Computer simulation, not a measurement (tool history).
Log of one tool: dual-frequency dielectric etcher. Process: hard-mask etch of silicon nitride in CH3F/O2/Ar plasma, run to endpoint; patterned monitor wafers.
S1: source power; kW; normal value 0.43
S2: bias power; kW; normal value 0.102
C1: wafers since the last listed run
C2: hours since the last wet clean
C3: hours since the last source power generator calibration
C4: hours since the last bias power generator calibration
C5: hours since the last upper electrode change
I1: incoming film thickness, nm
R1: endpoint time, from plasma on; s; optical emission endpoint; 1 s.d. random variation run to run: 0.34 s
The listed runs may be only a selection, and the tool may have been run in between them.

run 1 hour=0 | S1=0.43 S2=0.102 | C1=0 C2=404.5 C3=5099.6 C4=4026.1 C5=1188.4 | I1=39.56 | R1=51.6
run 2 hour=83.1 | S1=0.43 S2=0.102 | C1=1084 C2=487.6 C3=5182.7 C4=4109.2 C5=1271.5 | I1=39.33 | R1=51.1
run 3 hour=187 | S1=0.43 S2=0.102 | C1=1355 C2=591.5 C3=5286.6 C4=4213.1 C5=1375.4 | I1=39.24 | R1=52.2
run 4 hour=236.5 | S1=0.36 S2=0.102 | C1=645 C2=641 C3=5336.1 C4=4262.6 C5=1424.9 | I1=38.97 | R1=54.9
run 5 hour=289.6 | S1=0.36 S2=0.102 | C1=692 C2=694.1 C3=5389.2 C4=4315.7 C5=1478 | I1=39.55 | R1=55.9
-- hour=328 wet clean of the chamber
run 6 hour=328.5 | S1=0.43 S2=0.102 | C1=194 C2=0.5 C3=5428.1 C4=4354.6 C5=1516.9 | I1=39.38 | R1=49.3
run 7 hour=366.3 | S1=0.35 S2=0.102 | C1=493 C2=38.3 C3=5465.9 C4=4392.4 C5=1554.7 | I1=39.39 | R1=52.5
run 8 hour=426.3 | S1=0.35 S2=0.102 | C1=782 C2=98.3 C3=5525.9 C4=4452.4 C5=1614.7 | I1=39.52 | R1=52.7
run 9 hour=477 | S1=0.35 S2=0.102 | C1=661 C2=149 C3=5576.6 C4=4503.1 C5=1665.4 | I1=39.59 | R1=53.5
-- hour=503.2 source power generator calibrated
run 10 hour=524.8 | S1=0.43 S2=0.102 | C1=571 C2=196.8 C3=21.6 C4=4550.9 C5=1713.2 | I1=39.19 | R1=49.7
run 11 hour=628.3 | S1=0.43 S2=0.102 | C1=1350 C2=300.3 C3=125.1 C4=4654.4 C5=1816.7 | I1=39.2 | R1=50.6
run 12 hour=717 | S1=0.51 S2=0.102 | C1=1157 C2=389 C3=213.8 C4=4743.1 C5=1905.4 | I1=39.36 | R1=47.5
run 13 hour=755.1 | S1=0.51 S2=0.102 | C1=497 C2=427.1 C3=251.9 C4=4781.2 C5=1943.5 | I1=39.33 | R1=47.8
run 14 hour=798.5 | S1=0.43 S2=0.102 | C1=566 C2=470.5 C3=295.3 C4=4824.6 C5=1986.9 | I1=39.76 | R1=51.9
run 15 hour=872.7 | S1=0.43 S2=0.102 | C1=968 C2=544.7 C3=369.5 C4=4898.8 C5=2061.1 | I1=39.65 | R1=51.7
run 16 hour=912.1 | S1=0.43 S2=0.077 | C1=514 C2=584.1 C3=408.9 C4=4938.2 C5=2100.5 | I1=39.78 | R1=57.6
-- hour=968.5 upper electrode replaced, of another model than before
run 17 hour=979.7 | S1=0.43 S2=0.12 | C1=568 C2=651.7 C3=476.5 C4=5005.8 C5=11.2 | I1=39.31 | R1=47
-- hour=1002.5 bias power generator calibrated
run 18 hour=1043.9 | S1=0.46 S2=0.121 | C1=785 C2=715.9 C3=540.7 C4=41.4 C5=75.4 | I1=39.42 | R1=45.6
-- hour=1080.6 wet clean of the chamber
run 19 hour=1130.6 | S1=0.47 S2=0.127 | C1=818 C2=50 C3=627.4 C4=128.1 C5=162.1 | I1=39.52 | R1=41.9
run 20 hour=1193.5 | S1=0.43 S2=0.086 | C1=820 C2=112.9 C3=690.3 C4=191 C5=225 | I1=39.34 | R1=55.4
run 21 hour=1278.1 | S1=0.4 S2=0.102 | C1=1103 C2=197.5 C3=774.9 C4=275.6 C5=309.6 | I1=39.45 | R1=52.3
run 22 hour=1337.4 | S1=0.5 S2=0.126 | C1=773 C2=256.8 C3=834.2 C4=334.9 C5=368.9 | I1=38.98 | R1=41.1
run 23 hour=1401.3 | S1=0.47 S2=0.127 | C1=833 C2=320.7 C3=898.1 C4=398.8 C5=432.8 | I1=39.51 | R1=42.4
run 24 hour=1517.5 | S1=0.49 S2=0.085 | C1=1516 C2=436.9 C3=1014.3 C4=515 C5=549 | I1=39.18 | R1=53.6
run 25 hour=1587 | S1=0.37 S2=0.086 | C1=906 C2=506.4 C3=1083.8 C4=584.5 C5=618.5 | I1=39.33 | R1=62.7
run 26 hour=1689.6 | S1=0.33 S2=0.089 | C1=1338 C2=609 C3=1186.4 C4=687.1 C5=721.1 | I1=39.42 | R1=66.5
-- hour=1770.4 wet clean of the chamber
run 27 hour=1782.5 | S1=0.5 S2=0.087 | C1=898 C2=12.1 C3=1279.3 C4=780 C5=814 | I1=39.05 | R1=50.1
run 28 hour=1873.2 | S1=0.54 S2=0.079 | C1=1183 C2=102.8 C3=1370 C4=870.7 C5=904.7 | I1=39.5 | R1=52.1
run 29 hour=1944.4 | S1=0.43 S2=0.102 | C1=928 C2=174 C3=1441.2 C4=941.9 C5=975.9 | I1=39.36 | R1=49.9
run 30 hour=2018.9 | S1=0.32 S2=0.102 | C1=972 C2=248.5 C3=1515.7 C4=1016.4 C5=1050.4 | I1=39.11 | R1=58.7
run 31 hour=2106 | S1=0.33 S2=0.111 | C1=1136 C2=335.6 C3=1602.8 C4=1103.5 C5=1137.5 | I1=39.48 | R1=55.1
run 32 hour=2257.5 | S1=0.53 S2=0.094 | C1=1976 C2=487.1 C3=1754.3 C4=1255 C5=1289 | I1=39.25 | R1=48.5
run 33 hour=2310.3 | S1=0.43 S2=0.102 | C1=688 C2=539.9 C3=1807.1 C4=1307.8 C5=1341.8 | I1=39.36 | R1=51.7
run 34 hour=2397.9 | S1=0.43 S2=0.102 | C1=1142 C2=627.5 C3=1894.7 C4=1395.4 C5=1429.4 | I1=39.58 | R1=52.7
-- hour=2445.3 wet clean of the chamber
run 35 hour=2457.1 | S1=0.51 S2=0.092 | C1=459 C2=11.8 C3=1953.9 C4=1454.6 C5=1488.6 | I1=39.33 | R1=48.7
run 36 hour=2560.4 | S1=0.47 S2=0.102 | C1=1347 C2=115.1 C3=2057.2 C4=1557.9 C5=1591.9 | I1=39.5 | R1=47.6

What if the next run were any one of these 3? Each begins from the tool's condition after run 36:
run A hour=2560.8 | S1=0.43 S2=0.102 | C1=5 C2=115.5 C3=2057.6 C4=1558.3 C5=1592.3 | I1=39.4 | R1=?
run B hour=2560.8 | S1=0.46 S2=0.081 | C1=5 C2=115.5 C3=2057.6 C4=1558.3 C5=1592.3 | I1=39.4 | R1=?
run C hour=2560.8 | S1=0.53 S2=0.079 | C1=5 C2=115.5 C3=2057.6 C4=1558.3 C5=1592.3 | I1=39.4 | R1=?

run=A R1=49.3
run=B R1=55.3
run=C R1=52.4
The same runs, with their run-to-run variation unchanged, on a tool lacking any hidden condition would have given:
run=A R1=48.8
run=B R1=54.7
run=C R1=51.9
